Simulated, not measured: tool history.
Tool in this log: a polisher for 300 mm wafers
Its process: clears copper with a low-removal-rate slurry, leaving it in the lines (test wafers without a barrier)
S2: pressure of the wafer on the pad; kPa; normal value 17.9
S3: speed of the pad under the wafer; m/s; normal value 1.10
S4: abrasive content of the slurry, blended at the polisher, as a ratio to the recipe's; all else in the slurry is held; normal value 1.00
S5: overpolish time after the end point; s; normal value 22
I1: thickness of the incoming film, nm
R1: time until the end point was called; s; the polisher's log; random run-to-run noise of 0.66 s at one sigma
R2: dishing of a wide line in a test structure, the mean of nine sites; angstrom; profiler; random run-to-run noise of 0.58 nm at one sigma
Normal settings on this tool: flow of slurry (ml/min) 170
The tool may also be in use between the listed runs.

{"run": 1, "day": 0.0, "flow of slurry (ml/min)": 170, "S2": 17.9, "S3": 1.1, "S4": 1.0, "S5": 22, "I1": 212.6, "R1": 63.2, "R2": 252}
{"run": 2, "day": 2.679, "flow of slurry (ml/min)": 170, "S2": 17.9, "S3": 1.1, "S4": 1.0, "S5": 22, "I1": 208.1, "R1": 61.2, "R2": 240}
{"run": 3, "day": 4.354, "flow of slurry (ml/min)": 170, "S2": 17.9, "S3": 1.1, "S4": 1.0, "S5": 22, "I1": 210.7, "R1": 63.2, "R2": 236}
{"day": 5.046, "done": "worn pad replaced by a new one"}
{"day": 6.896, "done": "head pressure recalibrated"}
{"day": 9.917, "done": "slurry blender recalibrated"}
{"run": 4, "day": 10.25, "flow of slurry (ml/min)": 170, "S2": 17.9, "S3": 1.1, "S4": 1.0, "S5": 22, "I1": 214.5, "R1": 64.9, "R2": 248}
{"run": 5, "day": 12.196, "flow of slurry (ml/min)": 170, "S2": 17.9, "S3": 1.1, "S4": 1.0, "S5": 22, "I1": 208.3, "R1": 61.5, "R2": 248}
{"run": 6, "day": 14.867, "flow of slurry (ml/min)": 170, "S2": 17.9, "S3": 1.1, "S4": 1.0, "S5": 22, "I1": 210.7, "R1": 63.8, "R2": 245}
{"day": 17.133, "done": "worn pad replaced by a new one"}
{"run": 7, "day": 17.708, "flow of slurry (ml/min)": 170, "S2": 17.9, "S3": 1.0, "S4": 1.0, "S5": 22, "I1": 214.2, "R1": 70.9, "R2": 238}
{"day": 19.221, "done": "slurry nozzle cleaned"}
{"run": 8, "day": 20.492, "flow of slurry (ml/min)": 170, "S2": 17.9, "S3": 1.0, "S4": 1.0, "S5": 22, "I1": 211.1, "R1": 71.3, "R2": 225}
{"run": 9, "day": 23.292, "flow of slurry (ml/min)": 170, "S2": 17.9, "S3": 1.0, "S4": 1.0, "S5": 22, "I1": 211.8, "R1": 69.2, "R2": 241}
{"day": 24.367, "done": "slurry blender recalibrated"}
{"run": 10, "day": 26.129, "flow of slurry (ml/min)": 170, "S2": 17.9, "S3": 1.34, "S4": 1.0, "S5": 22, "I1": 208.1, "R1": 51.2, "R2": 247}
{"day": 27.379, "done": "worn pad replaced by a new one"}
{"run": 11, "day": 28.425, "flow of slurry (ml/min)": 170, "S2": 17.9, "S3": 1.1, "S4": 1.0, "S5": 22, "I1": 211.4, "R1": 64.5, "R2": 238}
{"run": 12, "day": 30.096, "flow of slurry (ml/min)": 225, "S2": 20.7, "S3": 1.1, "S4": 1.3, "S5": 13, "I1": 212.2, "R1": 51.0, "R2": 228}
{"day": 30.754, "done": "head pressure recalibrated"}
{"run": 13, "day": 32.333, "flow of slurry (ml/min)": 170, "S2": 13.8, "S3": 0.92, "S4": 1.1, "S5": 16, "I1": 210.4, "R1": 91.3, "R2": 182}
{"run": 14, "day": 33.879, "flow of slurry (ml/min)": 140, "S2": 22.1, "S3": 1.1, "S4": 1.0, "S5": 30, "I1": 209.8, "R1": 54.1, "R2": 265}
{"run": 15, "day": 36.017, "flow of slurry (ml/min)": 170, "S2": 17.9, "S3": 1.32, "S4": 1.1, "S5": 22, "I1": 208.5, "R1": 50.9, "R2": 264}
{"day": 36.483, "done": "worn pad replaced by a new one"}
{"day": 39.121, "done": "slurry blender recalibrated"}
{"run": 16, "day": 44.221, "flow of slurry (ml/min)": 215, "S2": 17.9, "S3": 0.88, "S4": 0.7, "S5": 11, "I1": 210.6, "R1": 82.6, "R2": 152}
{"day": 46.858, "done": "worn pad replaced by a new one"}
{"run": 17, "day": 46.904, "flow of slurry (ml/min)": 210, "S2": 17.9, "S3": 1.1, "S4": 1.0, "S5": 22, "I1": 206.8, "R1": 60.1, "R2": 247}
{"day": 47.433, "done": "slurry nozzle cleaned"}
{"run": 18, "day": 48.538, "flow of slurry (ml/min)": 170, "S2": 17.9, "S3": 1.1, "S4": 1.25, "S5": 31, "I1": 213.2, "R1": 59.3, "R2": 261}
{"run": 19, "day": 49.775, "flow of slurry (ml/min)": 170, "S2": 17.9, "S3": 1.1, "S4": 1.0, "S5": 22, "I1": 207.8, "R1": 62.6, "R2": 241}
{"run": 20, "day": 51.017, "flow of slurry (ml/min)": 170, "S2": 17.9, "S3": 1.1, "S4": 0.8, "S5": 27, "I1": 208.0, "R1": 66.6, "R2": 266}
{"run": 21, "day": 52.833, "flow of slurry (ml/min)": 170, "S2": 17.9, "S3": 1.1, "S4": 1.0, "S5": 22, "I1": 210.2, "R1": 63.1, "R2": 238}

Each row is a separate what-if for the run after 21, all from the same tool condition, not one after another. Results?
{"run": "A", "day": 52.85, "flow of slurry (ml/min)": 170, "S2": 17.9, "S3": 1.1, "S4": 1.0, "S5": 22, "I1": 207.9, "R1": "?", "R2": "?"}
{"run": "B", "day": 52.85, "flow of slurry (ml/min)": 170, "S2": 20.0, "S3": 0.94, "S4": 0.8, "S5": 10, "I1": 207.9, "R1": "?", "R2": "?"}
{"run": "C", "day": 52.85, "flow of slurry (ml/min)": 220, "S2": 17.9, "S3": 1.1, "S4": 0.75, "S5": 18, "I1": 207.9, "R1": "?", "R2": "?"}
{"run": "D", "day": 52.85, "flow of slurry (ml/min)": 200, "S2": 12.4, "S3": 1.28, "S4": 1.0, "S5": 22, "I1": 207.9, "R1": "?", "R2": "?"}

run=A R1=62.1 R2=245
run=B R1=69.9 R2=161
run=C R1=64.2 R2=227
run=D R1=70.5 R2=233
What these runs would have given with no unlogged condition in the tool:
run=A R1=62.1 R2=245
run=B R1=69.9 R2=161
run=C R1=64.2 R2=227
run=D R1=70.5 R2=233
